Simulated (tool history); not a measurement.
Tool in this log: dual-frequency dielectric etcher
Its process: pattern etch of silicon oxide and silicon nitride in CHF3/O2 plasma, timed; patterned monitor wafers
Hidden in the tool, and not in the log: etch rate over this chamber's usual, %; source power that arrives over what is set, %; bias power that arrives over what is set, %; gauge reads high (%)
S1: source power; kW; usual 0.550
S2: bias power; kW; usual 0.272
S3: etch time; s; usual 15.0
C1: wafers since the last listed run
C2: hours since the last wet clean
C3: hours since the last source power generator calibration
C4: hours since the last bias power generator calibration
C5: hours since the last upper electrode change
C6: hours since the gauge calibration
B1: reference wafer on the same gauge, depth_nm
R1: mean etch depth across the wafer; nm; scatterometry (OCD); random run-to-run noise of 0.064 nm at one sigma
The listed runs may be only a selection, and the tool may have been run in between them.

| run | hour | S1 | S2 | S3 | C1 | C2 | C3 | C4 | C5 | C6 | B1 | R1 |
|---|---|---|---|---|---|---|---|---|---|---|---|---|
| 1 | 0.0 | 0.550 | 0.272 | 15.0 | 0 | 483.1 | 1592.2 | 3429.8 | 2323.8 | 267.7 | 27.12 | 26.44 |
| 2 | 17.5 | 0.550 | 0.272 | 15.0 | 238 | 500.6 | 1609.7 | 3447.3 | 2341.3 | 285.2 | 27.10 | 26.53 |
|  | 18.0 | gauge calibrated |
|  | 41.7 | upper electrode replaced |
| 3 | 42.2 | 0.550 | 0.272 | 15.0 | 9 | 525.3 | 1634.4 | 3472.0 | 0.5 | 24.2 | 27.12 | 26.41 |
| 4 | 42.5 | 0.550 | 0.272 | 14.0 | 4 | 525.6 | 1634.7 | 3472.3 | 0.8 | 24.5 | 27.09 | 24.81 |
|  | 55.2 | source power generator calibrated |
| 5 | 57.4 | 0.550 | 0.272 | 14.0 | 148 | 540.5 | 2.2 | 3487.2 | 15.7 | 39.4 | 27.09 | 24.87 |
|  | 91.1 | wet clean of the chamber |
| 6 | 91.6 | 0.550 | 0.272 | 14.0 | 139 | 0.5 | 36.4 | 3521.4 | 49.9 | 73.6 | 27.10 | 25.32 |
| 7 | 92.7 | 0.580 | 0.309 | 15.0 | 15 | 1.6 | 37.5 | 3522.5 | 51.0 | 74.7 | 27.11 | 29.19 |
| 8 | 109.8 | 0.600 | 0.322 | 18.0 | 233 | 18.7 | 54.6 | 3539.6 | 68.1 | 91.8 | 27.08 | 36.07 |
| 9 | 127.7 | 0.550 | 0.238 | 19.0 | 244 | 36.6 | 72.5 | 3557.5 | 86.0 | 109.7 | 27.08 | 32.61 |
| 10 | 138.3 | 0.550 | 0.315 | 12.0 | 144 | 47.2 | 83.1 | 3568.1 | 96.6 | 120.3 | 27.11 | 23.20 |
| 11 | 149.8 | 0.550 | 0.272 | 15.0 | 157 | 58.7 | 94.6 | 3579.6 | 108.1 | 131.8 | 27.09 | 27.23 |
| 12 | 165.5 | 0.600 | 0.305 | 13.5 | 214 | 74.4 | 110.3 | 3595.3 | 123.8 | 147.5 | 27.11 | 26.55 |
| 13 | 177.9 | 0.480 | 0.272 | 13.0 | 169 | 86.8 | 122.7 | 3607.7 | 136.2 | 159.9 | 27.09 | 22.70 |
| 14 | 195.1 | 0.660 | 0.304 | 13.5 | 234 | 104.0 | 139.9 | 3624.9 | 153.4 | 177.1 | 27.11 | 27.31 |
|  | 222.0 | wet clean of the chamber, repeated, since the last time left the tool worse |
| 15 | 222.5 | 0.660 | 0.272 | 15.0 | 46 | 0.5 | 167.3 | 3652.3 | 180.8 | 204.5 | 27.11 | 27.60 |
| 16 | 222.8 | 0.550 | 0.272 | 15.0 | 4 | 0.8 | 167.6 | 3652.6 | 181.1 | 204.8 | 27.11 | 25.90 |
| 17 | 228.6 | 0.480 | 0.272 | 15.0 | 79 | 6.6 | 173.4 | 3658.4 | 186.9 | 210.6 | 27.11 | 24.83 |
| 18 | 236.3 | 0.550 | 0.272 | 15.0 | 105 | 14.3 | 181.1 | 3666.1 | 194.6 | 218.3 | 27.12 | 25.99 |
|  | 248.6 | bias power generator calibrated |
| 19 | 249.1 | 0.440 | 0.335 | 13.5 | 120 | 27.1 | 193.9 | 0.5 | 207.4 | 231.1 | 27.09 | 24.00 |
| 20 | 253.7 | 0.550 | 0.320 | 17.0 | 62 | 31.7 | 198.5 | 5.1 | 212.0 | 235.7 | 27.10 | 31.67 |
| 21 | 261.2 | 0.420 | 0.272 | 15.0 | 102 | 39.2 | 206.0 | 12.6 | 219.5 | 243.2 | 27.12 | 23.93 |
| 22 | 273.7 | 0.550 | 0.338 | 15.0 | 170 | 51.7 | 218.5 | 25.1 | 232.0 | 255.7 | 27.11 | 28.55 |
| 23 | 282.5 | 0.550 | 0.272 | 11.5 | 120 | 60.5 | 227.3 | 33.9 | 240.8 | 264.5 | 27.11 | 19.84 |
| 24 | 299.2 | 0.550 | 0.272 | 15.0 | 228 | 77.2 | 244.0 | 50.6 | 257.5 | 281.2 | 27.08 | 25.97 |
| 25 | 317.0 | 0.550 | 0.272 | 14.0 | 243 | 95.0 | 261.8 | 68.4 | 275.3 | 299.0 | 27.11 | 24.36 |
| 26 | 336.5 | 0.550 | 0.234 | 18.5 | 266 | 114.5 | 281.3 | 87.9 | 294.8 | 318.5 | 27.10 | 30.15 |
| 27 | 343.8 | 0.590 | 0.225 | 12.0 | 99 | 121.8 | 288.6 | 95.2 | 302.1 | 325.8 | 27.09 | 19.57 |
| 28 | 360.4 | 0.550 | 0.214 | 16.0 | 226 | 138.4 | 305.2 | 111.8 | 318.7 | 342.4 | 27.11 | 25.15 |
| 29 | 376.9 | 0.590 | 0.272 | 13.0 | 225 | 154.9 | 321.7 | 128.3 | 335.2 | 358.9 | 27.11 | 23.19 |

Below are 5 alternative next runs, each starting from the tool's condition after run 29. Predict each:
| A | 377.3 | 0.550 | 0.272 | 15.0 | 5 | 155.3 | 322.1 | 128.7 | 335.6 | 359.3 | ? | ? |
| B | 377.3 | 0.590 | 0.335 | 15.0 | 5 | 155.3 | 322.1 | 128.7 | 335.6 | 359.3 | ? | ? |
| C | 377.3 | 0.480 | 0.313 | 10.5 | 5 | 155.3 | 322.1 | 128.7 | 335.6 | 359.3 | ? | ? |
| D | 377.3 | 0.550 | 0.272 | 18.5 | 5 | 155.3 | 322.1 | 128.7 | 335.6 | 359.3 | ? | ? |
| E | 377.3 | 0.550 | 0.272 | 16.0 | 5 | 155.3 | 322.1 | 128.7 | 335.6 | 359.3 | ? | ? |

| run | B1 | R1 |
|---|---|---|
| A | 27.10 | 26.20 |
| B | 27.10 | 29.34 |
| C | 27.10 | 18.70 |
| D | 27.10 | 32.31 |
| E | 27.10 | 27.95 |
What these runs would have given with no unlogged condition in the tool:
| run | R1 |
|---|---|
| A | 25.91 |
| B | 29.02 |
| C | 18.50 |
| D | 31.96 |
| E | 27.64 |
